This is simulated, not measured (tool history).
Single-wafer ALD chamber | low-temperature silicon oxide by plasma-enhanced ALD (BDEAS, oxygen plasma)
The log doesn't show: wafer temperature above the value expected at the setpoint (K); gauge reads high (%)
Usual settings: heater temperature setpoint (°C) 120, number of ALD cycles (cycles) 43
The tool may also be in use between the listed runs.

run	day	heater temperature setpoint (°C)	number of ALD cycles (cycles)	wafers since the last listed run	hours since the last thermocouple change	hours since the gauge calibration	read-back reference wafer on the same gauge, thickness_nm	mean film thickness on the monitor wafer (nm)
1	0	120	43	0	717	191.8	5.243	6.344
2	1.729	131	43	288	758.5	233.3	5.235	6.232
3	4.312	131	43	431	820.5	295.3	5.24	6.223
4	6.121	131	43	301	863.9	338.7	5.236	6.217
5	8.446	120	43	388	919.7	394.5	5.236	6.345
6	10.704	120	43	376	973.9	448.7	5.236	6.344
7	11.925	120	43	203	1003.2	478	5.237	6.351
8	14.133	120	43	368	1056.2	531	5.239	6.339
9	16.912	120	43	463	1122.9	597.7	5.233	6.363
10	18.783	120	43	312	1167.8	642.6	5.24	6.377
11	20.983	120	43	367	1220.6	695.4	5.241	6.342
12	23.108	120	43	354	1271.6	746.4	5.238	6.383
13	25.025	120	43	319	1317.6	792.4	5.242	6.361
14	26.492	120	43	244	1352.8	827.6	5.239	6.37
15	28.625	120	43	356	1404	878.8	5.239	6.35
# day 30.054: thermocouple changed; heater temperature recalibrated
16	30.7	120	43	290	15.5	928.6	5.239	6.318
17	32.933	120	43	372	69.1	982.2	5.244	6.302
18	35.608	120	47	446	133.3	1046.4	5.237	6.906
19	36.796	120	47	198	161.8	1074.9	5.242	6.891
20	39.654	128	50	477	230.4	1143.5	5.233	7.271
21	41.646	120	43	332	278.2	1191.3	5.24	6.331
# day 43.275: gauge calibrated
22	43.696	132	47	342	327.4	10.1	5.235	6.784
23	46.592	126	38	483	396.9	79.6	5.238	5.547
24	49.538	108	37	491	467.6	150.3	5.243	5.575
25	52.254	120	46	453	532.8	215.5	5.242	6.742
26	53.292	106	39	173	557.7	240.4	5.236	5.856
27	55.867	127	47	429	619.5	302.2	5.244	6.893
28	57.079	120	43	202	648.6	331.3	5.243	6.352
29	59.6	129	35	420	709.1	391.8	5.244	5.083
30	61.762	109	35	360	761	443.7	5.244	5.273
31	63.025	120	50	210	791.3	474	5.24	7.38
32	64.175	134	40	191	818.9	501.6	5.237	5.77
33	65.779	112	47	267	857.4	540.1	5.239	7.023
34	68.058	120	43	380	912.1	594.8	5.24	6.342
35	71.288	120	43	539	989.6	672.3	5.241	6.37
36	72.921	120	43	272	1028.8	711.5	5.243	6.377
37	74.842	124	43	320	1074.9	757.6	5.235	6.344
38	77.479	130	39	440	1138.2	820.9	5.236	5.658
39	80.254	114	41	463	1204.8	887.5	5.241	6.134

Measured less the same run without the tool's hidden state. The same run-to-run variation is in both; the gauge's scatter may not be:
run	mean film thickness on the monitor wafer (nm)
1	+0.014
2	+0.015
3	+0.018
4	+0.02
5	+0.023
6	+0.025
7	+0.026
8	+0.029
9	+0.032
10	+0.033
11	+0.036
12	+0.038
13	+0.04
14	+0.042
15	+0.044
16	-0.009
17	-0.007
18	-0.004
19	-0.003
20	+0
21	+0.003
22	+0.005
23	+0.007
24	+0.009
25	+0.014
26	+0.014
27	+0.019
28	+0.019
29	+0.017
30	+0.02
31	+0.029
32	+0.025
33	+0.03
34	+0.031
35	+0.033
36	+0.036
37	+0.038
38	+0.036
39	+0.042
